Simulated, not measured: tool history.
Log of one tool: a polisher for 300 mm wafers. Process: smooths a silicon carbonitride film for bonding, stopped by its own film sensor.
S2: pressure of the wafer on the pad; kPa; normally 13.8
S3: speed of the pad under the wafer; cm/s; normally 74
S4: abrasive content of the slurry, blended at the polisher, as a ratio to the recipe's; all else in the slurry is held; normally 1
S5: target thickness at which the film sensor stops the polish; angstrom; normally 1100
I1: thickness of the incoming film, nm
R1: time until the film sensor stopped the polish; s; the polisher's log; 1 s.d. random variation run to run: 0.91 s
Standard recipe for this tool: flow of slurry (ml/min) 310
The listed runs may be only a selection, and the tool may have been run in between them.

run 1 day=0 | flow_of_slurry_(ml/min)=310 S2=13.8 S3=74 S4=1 S5=1100 | I1=127.4 | R1=99.5
-- day=0.471 worn pad replaced by a new one, of another model than before
-- day=0.788 slurry nozzle cleaned
run 2 day=1.8 | flow_of_slurry_(ml/min)=310 S2=13.8 S3=74 S4=1 S5=1100 | I1=128.8 | R1=107
-- day=2.267 head pressure recalibrated
run 3 day=2.496 | flow_of_slurry_(ml/min)=310 S2=13.8 S3=74 S4=1 S5=1100 | I1=130.8 | R1=119.6
run 4 day=3.112 | flow_of_slurry_(ml/min)=310 S2=13.8 S3=74 S4=1 S5=1100 | I1=129.9 | R1=113.9
run 5 day=3.742 | flow_of_slurry_(ml/min)=310 S2=13.8 S3=74 S4=1 S5=1100 | I1=128.8 | R1=108.8
run 6 day=4.046 | flow_of_slurry_(ml/min)=310 S2=13.8 S3=74 S4=1 S5=1100 | I1=128.7 | R1=110.2
run 7 day=4.529 | flow_of_slurry_(ml/min)=310 S2=13.8 S3=74 S4=1 S5=1100 | I1=130.9 | R1=119.6
-- day=5.271 worn pad replaced by a new one
run 8 day=5.292 | flow_of_slurry_(ml/min)=310 S2=13.8 S3=74 S4=1 S5=1060 | I1=129.4 | R1=135.7
run 9 day=5.704 | flow_of_slurry_(ml/min)=310 S2=13.8 S3=94 S4=0.8 S5=1080 | I1=132.3 | R1=153.2
run 10 day=6.308 | flow_of_slurry_(ml/min)=310 S2=11 S3=98 S4=1.15 S5=1130 | I1=129.9 | R1=90.8
run 11 day=6.767 | flow_of_slurry_(ml/min)=310 S2=16.5 S3=74 S4=1 S5=1040 | I1=128.9 | R1=128.3
run 12 day=7.375 | flow_of_slurry_(ml/min)=310 S2=13.8 S3=74 S4=1 S5=1100 | I1=128.5 | R1=108.9
run 13 day=7.633 | flow_of_slurry_(ml/min)=310 S2=15.9 S3=100 S4=0.85 S5=1100 | I1=129.4 | R1=101.5
run 14 day=8.288 | flow_of_slurry_(ml/min)=255 S2=13.8 S3=74 S4=1 S5=1100 | I1=128.1 | R1=109.6
run 15 day=8.75 | flow_of_slurry_(ml/min)=310 S2=15.2 S3=88 S4=0.85 S5=1140 | I1=128.6 | R1=85.6
run 16 day=9.467 | flow_of_slurry_(ml/min)=310 S2=13.8 S3=74 S4=1 S5=1100 | I1=131 | R1=124.8
-- day=9.529 slurry nozzle cleaned
-- day=9.658 worn pad replaced by a new one
run 17 day=9.967 | flow_of_slurry_(ml/min)=310 S2=16.5 S3=74 S4=1 S5=1100 | I1=130.3 | R1=107.9
run 18 day=10.429 | flow_of_slurry_(ml/min)=310 S2=13.8 S3=56 S4=1.1 S5=1160 | I1=129.8 | R1=86.3
run 19 day=10.8 | flow_of_slurry_(ml/min)=310 S2=9 S3=74 S4=1.2 S5=1100 | I1=129.9 | R1=137
run 20 day=11.512 | flow_of_slurry_(ml/min)=310 S2=11.7 S3=60 S4=0.9 S5=1160 | I1=128.5 | R1=98.2
-- day=11.812 slurry blender recalibrated
run 21 day=12.15 | flow_of_slurry_(ml/min)=310 S2=12.4 S3=74 S4=1 S5=1100 | I1=132.3 | R1=132.8
run 22 day=13.954 | flow_of_slurry_(ml/min)=310 S2=13.8 S3=74 S4=1.3 S5=1100 | I1=130.5 | R1=99
-- day=14.479 worn pad replaced by a new one
run 23 day=14.575 | flow_of_slurry_(ml/min)=350 S2=16.5 S3=64 S4=1 S5=1100 | I1=129.7 | R1=104.7
run 24 day=15.025 | flow_of_slurry_(ml/min)=310 S2=13.8 S3=56 S4=1.1 S5=1160 | I1=131 | R1=89.5
run 25 day=15.404 | flow_of_slurry_(ml/min)=310 S2=13.8 S3=74 S4=1 S5=1100 | I1=130.3 | R1=115.2
run 26 day=15.783 | flow_of_slurry_(ml/min)=310 S2=13.8 S3=74 S4=1.2 S5=1100 | I1=127.8 | R1=91.1
run 27 day=16.221 | flow_of_slurry_(ml/min)=250 S2=13.8 S3=74 S4=1 S5=1060 | I1=129.3 | R1=134.9
run 28 day=16.954 | flow_of_slurry_(ml/min)=310 S2=13.8 S3=74 S4=1 S5=1100 | I1=128.6 | R1=106.8
run 29 day=17.425 | flow_of_slurry_(ml/min)=310 S2=13.8 S3=74 S4=1 S5=1100 | I1=130.9 | R1=119.1

Branching from run 29: 5 alternative next runs. What would each branch give?
run A day=17.442 | flow_of_slurry_(ml/min)=310 S2=13.8 S3=74 S4=1 S5=1100 | I1=130.3 | R1=?
run B day=17.442 | flow_of_slurry_(ml/min)=410 S2=11.7 S3=74 S4=1.3 S5=1080 | I1=130.3 | R1=?
run C day=17.442 | flow_of_slurry_(ml/min)=310 S2=9.7 S3=54 S4=1 S5=1130 | I1=130.3 | R1=?
run D day=17.442 | flow_of_slurry_(ml/min)=270 S2=11.7 S3=56 S4=1 S5=1130 | I1=130.3 | R1=?
run E day=17.442 | flow_of_slurry_(ml/min)=310 S2=17.9 S3=74 S4=1.2 S5=1100 | I1=130.3 | R1=?

run=A R1=117.7
run=B R1=120.3
run=C R1=141.4
run=D R1=126.1
run=E R1=88.1
Stripped of hidden state, with their random variation kept, the same runs would have yielded:
run=A R1=114.6
run=B R1=117.7
run=C R1=137.7
run=D R1=122.8
run=E R1=86.1
